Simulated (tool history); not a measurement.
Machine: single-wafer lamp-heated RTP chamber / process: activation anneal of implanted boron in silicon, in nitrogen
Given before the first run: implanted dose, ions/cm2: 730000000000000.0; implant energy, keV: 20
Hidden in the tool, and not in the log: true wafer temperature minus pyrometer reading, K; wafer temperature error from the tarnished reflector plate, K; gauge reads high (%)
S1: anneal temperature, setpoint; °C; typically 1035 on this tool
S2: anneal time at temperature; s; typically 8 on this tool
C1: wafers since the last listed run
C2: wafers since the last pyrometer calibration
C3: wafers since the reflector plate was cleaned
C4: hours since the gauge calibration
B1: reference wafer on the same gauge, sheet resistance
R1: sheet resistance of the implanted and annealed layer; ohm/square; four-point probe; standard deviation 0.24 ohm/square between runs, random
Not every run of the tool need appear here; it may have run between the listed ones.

run,hour,S1,S2,C1,C2,C3,C4,B1,R1
1,0,1012,8,0,6915,6207,840.6,150.37,163.27
# hour 38.3: reflector plate cleaned
# hour 42.7: pyrometer window cleaned and pyrometer calibrated
2,69.9,1012,8,1485,702,702,910.5,150.44,163.19
3,168.9,1053,8,2557,3260,3260,1009.5,150.56,159.22
4,275.5,1053,8,2753,6014,6014,1116.1,150.65,159.05
# hour 341.5: reflector plate cleaned
5,358,1053,8,1924,7938,427,1198.6,150.66,159.39
# hour 371.7: pyrometer window cleaned and pyrometer calibrated
6,453.7,1035,8,2265,2118,2693,1294.3,150.9,160.4
7,534.5,1016,6,2087,4205,4780,1375.1,150.94,163.13
8,613.6,1035,8,2043,6249,6823,1454.2,151.08,160.58
# hour 643.6: gauge calibrated
# hour 672.6: reflector plate cleaned
9,693.5,1035,8,1857,8106,539,49.9,149.87,159.3
# hour 708.7: pyrometer window cleaned and pyrometer calibrated
10,732.8,1035,8,808,621,1348,89.2,149.88,159.14
11,835.7,1021,8,2658,3280,4006,192.1,149.87,160.8
12,872,1035,8,937,4217,4944,228.4,149.94,159.26
13,912.3,1035,8,1041,5258,5985,268.7,149.92,159.58
14,954.6,1022,11,1092,6351,7078,311,149.99,159.93
# hour 986.6: reflector plate cleaned
15,1034.1,1035,8,1847,8198,1226,390.5,150.01,159.79
# hour 1073.5: pyrometer window cleaned and pyrometer calibrated
16,1135.2,1024,8,2405,1592,3631,491.6,150.04,161.04
17,1206.3,1035,8,1836,3429,5468,562.7,149.99,159.33
# hour 1262.7: reflector plate cleaned
18,1281.9,1051,4,1746,5176,496,638.3,150.09,159.3
19,1319.4,1035,11,968,6144,1465,675.8,150.11,158.92
# hour 1392.2: pyrometer window cleaned and pyrometer calibrated
20,1419.9,1045,8,2389,715,3855,776.3,150.2,159.15
21,1522.2,1012,7,2642,3358,6498,878.6,150.3,163.05
22,1612,1010,10,2319,5678,8817,968.4,150.39,163.58

Results for each run, recomputed without the tool's hidden state and with each run's random variation untouched:
run,R1
1,162.86
2,162.72
3,158.67
4,158.38
5,158.62
6,159.51
7,162.11
8,159.46
9,159.41
10,159.25
11,160.9
12,159.35
13,159.66
14,159.99
15,159.82
16,161.03
17,159.28
18,159.21
19,158.8
20,158.95
21,162.77
22,163.21
